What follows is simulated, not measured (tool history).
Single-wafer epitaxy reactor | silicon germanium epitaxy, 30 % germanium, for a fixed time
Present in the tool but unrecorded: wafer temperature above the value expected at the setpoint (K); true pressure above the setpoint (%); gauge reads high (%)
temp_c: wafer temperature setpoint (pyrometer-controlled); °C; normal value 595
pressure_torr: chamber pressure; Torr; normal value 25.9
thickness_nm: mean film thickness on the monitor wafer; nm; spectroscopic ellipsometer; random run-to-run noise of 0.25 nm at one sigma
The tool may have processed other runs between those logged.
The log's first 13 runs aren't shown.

run   hour  temp_c  pressure_torr  wafers since the last listed run  hours since the last pyrometer calibration  hours since the last manometer calibration  hours since the showerhead was replaced  hours since the gauge calibration  read-back reference wafer on the same gauge, thickness_nm  thickness_nm
 14    293     595           25.9                               220                                      1043.8                                      2318.9                                   5962.1                                716                                                     62.339        65.714
     344.9  -- showerhead replaced
     358.5  -- pyrometer calibrated
 15  390.3     595           25.9                               899                                        31.8                                      2416.2                                     45.4                              813.3                                                     62.301         63.91
 16  402.8     591           21.3                               138                                        44.3                                      2428.7                                     57.9                              825.8                                                     62.297        52.118
     422.1  -- gauge calibrated
 17  438.8     585           30.8                               398                                        80.3                                      2464.7                                     93.9                               16.7                                                      62.39         60.21
 18  458.5     587             30                               218                                         100                                      2484.4                                    113.6                               36.4                                                     62.271        61.098
     472.8  -- capacitance manometer re-zeroed and calibrated
 19  481.3     590           25.9                               163                                       122.8                                         8.5                                    136.4                               59.2                                                     62.416        58.833
 20  508.5     604           28.7                               301                                         150                                        35.7                                    163.6                               86.4                                                     62.285        78.978
 21  528.2     595           25.9                               218                                       169.7                                        55.4                                    183.3                              106.1                                                      62.16        64.273
 22  545.8     606           27.8                               194                                       187.3                                          73                                    200.9                              123.7                                                     62.142        80.049
 23  562.9     591           25.9                               189                                       204.4                                        90.1                                      218                              140.8                                                     62.214        60.008
 24  580.3     603           25.9                               192                                       221.8                                       107.5                                    235.4                              158.2                                                     62.343        72.802
 25  596.8     587           30.2                               182                                       238.3                                         124                                    251.9                              174.7                                                     62.265        61.898
 26  612.8     595           20.5                               177                                       254.3                                         140                                    267.9                              190.7                                                     62.259        54.141
 27    628     595           25.9                               168                                       269.5                                       155.2                                    283.1                              205.9                                                     62.273        64.474
 28  643.8     609           20.9                               174                                       285.3                                         171                                    298.9                              221.7                                                     62.357        68.802
 29  656.7     595           25.9                               142                                       298.2                                       183.9                                    311.8                              234.6                                                      62.31        64.423
 30  684.7     601           21.2                               309                                       326.2                                       211.9                                    339.8                              262.6                                                     62.399        61.585

Consider 5 possible next runs. They are alternatives, not a sequence: every one starts from the tool as it was left by run 30. What does each give?
  A  685.1     595           25.9                                 4                                       326.6                                       212.3                                    340.2                                263                                                          ?             ?
  B  685.1     600             20                                 4                                       326.6                                       212.3                                    340.2                                263                                                          ?             ?
  C  685.1     582           29.1                                 4                                       326.6                                       212.3                                    340.2                                263                                                          ?             ?
  D  685.1     585           25.9                                 4                                       326.6                                       212.3                                    340.2                                263                                                          ?             ?
  E  685.1     605           20.6                                 4                                       326.6                                       212.3                                    340.2                                263                                                          ?             ?

run  read-back reference wafer on the same gauge, thickness_nm  thickness_nm
  A                                                     62.374        64.295
  B                                                     62.374        57.774
  C                                                     62.374        55.902
  D                                                     62.374         54.57
  E                                                     62.374         64.08
With the hidden condition removed and each run's random variation left untouched, the same runs would have given:
run  thickness_nm
  A        63.452
  B        57.024
  C        55.149
  D         53.84
  E        63.256
